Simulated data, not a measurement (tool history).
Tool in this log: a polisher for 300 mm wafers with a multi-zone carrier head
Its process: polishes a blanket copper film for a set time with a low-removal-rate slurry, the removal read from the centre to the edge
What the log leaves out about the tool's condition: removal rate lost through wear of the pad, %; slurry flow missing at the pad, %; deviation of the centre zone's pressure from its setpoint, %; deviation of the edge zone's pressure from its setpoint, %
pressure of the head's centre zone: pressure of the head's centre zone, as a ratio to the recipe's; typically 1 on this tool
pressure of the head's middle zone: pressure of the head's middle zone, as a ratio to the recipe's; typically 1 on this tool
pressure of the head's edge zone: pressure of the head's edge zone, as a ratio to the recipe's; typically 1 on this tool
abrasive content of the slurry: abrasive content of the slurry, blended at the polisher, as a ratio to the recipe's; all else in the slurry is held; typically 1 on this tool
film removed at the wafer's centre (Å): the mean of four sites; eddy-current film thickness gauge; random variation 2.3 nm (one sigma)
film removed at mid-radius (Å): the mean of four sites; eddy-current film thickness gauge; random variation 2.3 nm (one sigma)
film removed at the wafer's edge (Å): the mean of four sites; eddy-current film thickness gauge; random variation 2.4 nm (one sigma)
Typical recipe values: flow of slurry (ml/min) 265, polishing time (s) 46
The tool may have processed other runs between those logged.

| run | hour | flow of slurry (ml/min) | pressure of the head's centre zone | pressure of the head's middle zone | pressure of the head's edge zone | abrasive content of the slurry | polishing time (s) | wafers since the last listed run | wafers polished on this pad | hours since the slurry nozzle was cleaned | hours since the centre zone pressure was calibrated | hours since the edge zone pressure was calibrated | hours since the carrier head's membrane was replaced | incoming thickness of the incoming film, nm | film removed at the wafer's centre (Å) | film removed at mid-radius (Å) | film removed at the wafer's edge (Å) |
|---|---|---|---|---|---|---|---|---|---|---|---|---|---|---|---|---|---|
| 1 | 0 | 335 | 1 | 1 | 1 | 1 | 46 | 0 | 62 | 733.3 | 1293.8 | 630.6 | 1088.2 | 1418.5 | 2022 | 2049 | 2101 |
| 2 | 16.7 | 335 | 1 | 1 | 1 | 1 | 46 | 120 | 183 | 750 | 1310.5 | 647.3 | 1104.9 | 1397.4 | 2038 | 2042 | 2068 |
| 3 | 32.5 | 265 | 1.05 | 1 | 1 | 1 | 46 | 113 | 297 | 765.8 | 1326.3 | 663.1 | 1120.7 | 1417.7 | 2067 | 1988 | 2065 |
| 4 | 49.3 | 265 | 1.05 | 1 | 1 | 1 | 46 | 120 | 417 | 782.6 | 1343.1 | 679.9 | 1137.5 | 1435.2 | 2087 | 2025 | 2070 |
| 5 | 63 | 265 | 1 | 1 | 1 | 1 | 46 | 98 | 516 | 796.3 | 1356.8 | 693.6 | 1151.2 | 1408 | 2009 | 1994 | 2082 |
| 6 | 78.4 | 265 | 1 | 1 | 1 | 1 | 46 | 110 | 627 | 811.7 | 1372.2 | 709 | 1166.6 | 1407.4 | 2020 | 2054 | 2088 |
|  | 86.9 | edge zone pressure recalibrated |
|  | 90.5 | slurry nozzle cleaned |
|  | 91.5 | worn pad replaced by a new one |
|  | 94.3 | carrier head's membrane replaced by a new one |
| 7 | 94.8 | 265 | 1 | 1 | 1 | 1 | 46 | 68 | 3 | 4.3 | 1388.6 | 7.9 | 0.5 | 1389.8 | 2000 | 1998 | 2100 |
| 8 | 102.6 | 265 | 1 | 1 | 1 | 1 | 46 | 56 | 59 | 12.1 | 1396.4 | 15.7 | 8.3 | 1392.1 | 1972 | 2009 | 2057 |
|  | 111.9 | centre zone pressure recalibrated |
| 9 | 117.3 | 265 | 1 | 1 | 1 | 1 | 46 | 91 | 151 | 26.8 | 5.4 | 30.4 | 23 | 1425.1 | 2047 | 2031 | 2098 |
| 10 | 131.6 | 265 | 1 | 1 | 1 | 0.7 | 40 | 102 | 254 | 41.1 | 19.7 | 44.7 | 37.3 | 1418.4 | 1623 | 1671 | 1668 |
| 11 | 138.9 | 190 | 1 | 1 | 1 | 1 | 46 | 52 | 306 | 48.4 | 27 | 52 | 44.6 | 1404 | 1945 | 1958 | 2053 |
| 12 | 145.8 | 295 | 1.04 | 1 | 1.04 | 1 | 62 | 49 | 356 | 55.3 | 33.9 | 58.9 | 51.5 | 1393.3 | 2869 | 2760 | 2878 |
| 13 | 163.3 | 265 | 1 | 1.04 | 1 | 1 | 46 | 126 | 482 | 72.8 | 51.4 | 76.4 | 69 | 1405 | 1981 | 2081 | 2090 |
| 14 | 171 | 265 | 0.95 | 1.08 | 1 | 1 | 46 | 55 | 537 | 80.5 | 59.1 | 84.1 | 76.7 | 1420.5 | 1919 | 2157 | 2048 |
| 15 | 180.7 | 265 | 0.91 | 1 | 1 | 1.25 | 46 | 69 | 607 | 90.2 | 68.8 | 93.8 | 86.4 | 1427.8 | 1912 | 2053 | 2189 |
|  | 198.2 | worn pad replaced by a new one |
| 16 | 198.7 | 345 | 0.94 | 1.11 | 1 | 1 | 46 | 100 | 3 | 108.2 | 86.8 | 111.8 | 104.4 | 1411.1 | 1937 | 2250 | 2088 |

Exercise: give the hidden state of the tool at every run:
removal rate lost through wear of the pad, %: 0, the same for each run
slurry flow missing at the pad, %: 0, the same for each run
deviation of the centre zone's pressure from its setpoint, %: 0, the same for each run
deviation of the edge zone's pressure from its setpoint, %: 0, the same for each run
